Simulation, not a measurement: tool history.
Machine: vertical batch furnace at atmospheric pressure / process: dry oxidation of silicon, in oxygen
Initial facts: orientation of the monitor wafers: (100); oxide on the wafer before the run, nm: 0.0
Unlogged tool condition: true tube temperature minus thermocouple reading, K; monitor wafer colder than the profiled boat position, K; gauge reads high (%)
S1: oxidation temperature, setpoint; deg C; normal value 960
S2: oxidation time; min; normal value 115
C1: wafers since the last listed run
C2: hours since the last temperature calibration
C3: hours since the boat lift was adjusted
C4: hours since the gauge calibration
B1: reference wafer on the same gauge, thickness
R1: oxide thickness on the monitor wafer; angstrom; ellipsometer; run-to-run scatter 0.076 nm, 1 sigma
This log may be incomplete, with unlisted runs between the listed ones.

{"run": 1, "hour": 0.0, "S1": 960, "S2": 115, "C1": 0, "C2": 4779.2, "C3": 5778.4, "C4": 117.1, "B1": 44.8, "R1": 508.8}
{"run": 2, "hour": 8.7, "S1": 947, "S2": 115, "C1": 146, "C2": 4787.9, "C3": 5787.1, "C4": 125.8, "B1": 44.82, "R1": 448.3}
{"run": 3, "hour": 33.5, "S1": 960, "S2": 97.5, "C1": 416, "C2": 4812.7, "C3": 5811.9, "C4": 150.6, "B1": 44.8, "R1": 454.2}
{"run": 4, "hour": 46.2, "S1": 960, "S2": 115, "C1": 213, "C2": 4825.4, "C3": 5824.6, "C4": 163.3, "B1": 44.81, "R1": 508.5}
{"run": 5, "hour": 58.9, "S1": 970, "S2": 99.5, "C1": 213, "C2": 4838.1, "C3": 5837.3, "C4": 176, "B1": 44.85, "R1": 498}
{"hour": 84.9, "done": "boat lift adjusted"}
{"run": 6, "hour": 85.4, "S1": 960, "S2": 115, "C1": 42, "C2": 4864.6, "C3": 0.5, "C4": 202.5, "B1": 44.85, "R1": 509.4}
{"run": 7, "hour": 90.6, "S1": 960, "S2": 115, "C1": 87, "C2": 4869.8, "C3": 5.7, "C4": 207.7, "B1": 44.81, "R1": 507.4}
{"run": 8, "hour": 97.8, "S1": 960, "S2": 115, "C1": 121, "C2": 4877, "C3": 12.9, "C4": 214.9, "B1": 44.8, "R1": 507.7}
{"run": 9, "hour": 106.4, "S1": 960, "S2": 115, "C1": 144, "C2": 4885.6, "C3": 21.5, "C4": 223.5, "B1": 44.81, "R1": 508}
{"run": 10, "hour": 119.6, "S1": 941, "S2": 115, "C1": 221, "C2": 4898.8, "C3": 34.7, "C4": 236.7, "B1": 44.81, "R1": 419.7}
{"hour": 145.6, "done": "thermocouples replaced and temperature profile calibrated"}
{"hour": 148.3, "done": "gauge calibrated"}
{"run": 11, "hour": 148.9, "S1": 946, "S2": 115, "C1": 89, "C2": 3.3, "C3": 64, "C4": 0.6, "B1": 44.82, "R1": 442.9}
{"run": 12, "hour": 161.0, "S1": 985, "S2": 134, "C1": 203, "C2": 15.4, "C3": 76.1, "C4": 12.7, "B1": 44.82, "R1": 690.5}
{"run": 13, "hour": 180.0, "S1": 951, "S2": 131.5, "C1": 319, "C2": 34.4, "C3": 95.1, "C4": 31.7, "B1": 44.8, "R1": 514.4}
{"run": 14, "hour": 192.3, "S1": 967, "S2": 115, "C1": 206, "C2": 46.7, "C3": 107.4, "C4": 44, "B1": 44.78, "R1": 539.1}
{"run": 15, "hour": 210.0, "S1": 960, "S2": 115, "C1": 297, "C2": 64.4, "C3": 125.1, "C4": 61.7, "B1": 44.77, "R1": 510.1}
{"run": 16, "hour": 220.3, "S1": 970, "S2": 99.5, "C1": 173, "C2": 74.7, "C3": 135.4, "C4": 72, "B1": 44.78, "R1": 497.1}
{"run": 17, "hour": 236.9, "S1": 960, "S2": 115, "C1": 279, "C2": 91.3, "C3": 152, "C4": 88.6, "B1": 44.82, "R1": 508.8}
{"run": 18, "hour": 257.2, "S1": 947, "S2": 164, "C1": 341, "C2": 111.6, "C3": 172.3, "C4": 108.9, "B1": 44.79, "R1": 579.4}

The tool's hidden state at each run:
true tube temperature minus thermocouple reading, K: 0 on each run
monitor wafer colder than the profiled boat position, K: 0 on each run
gauge reads high (%): 0 on each run
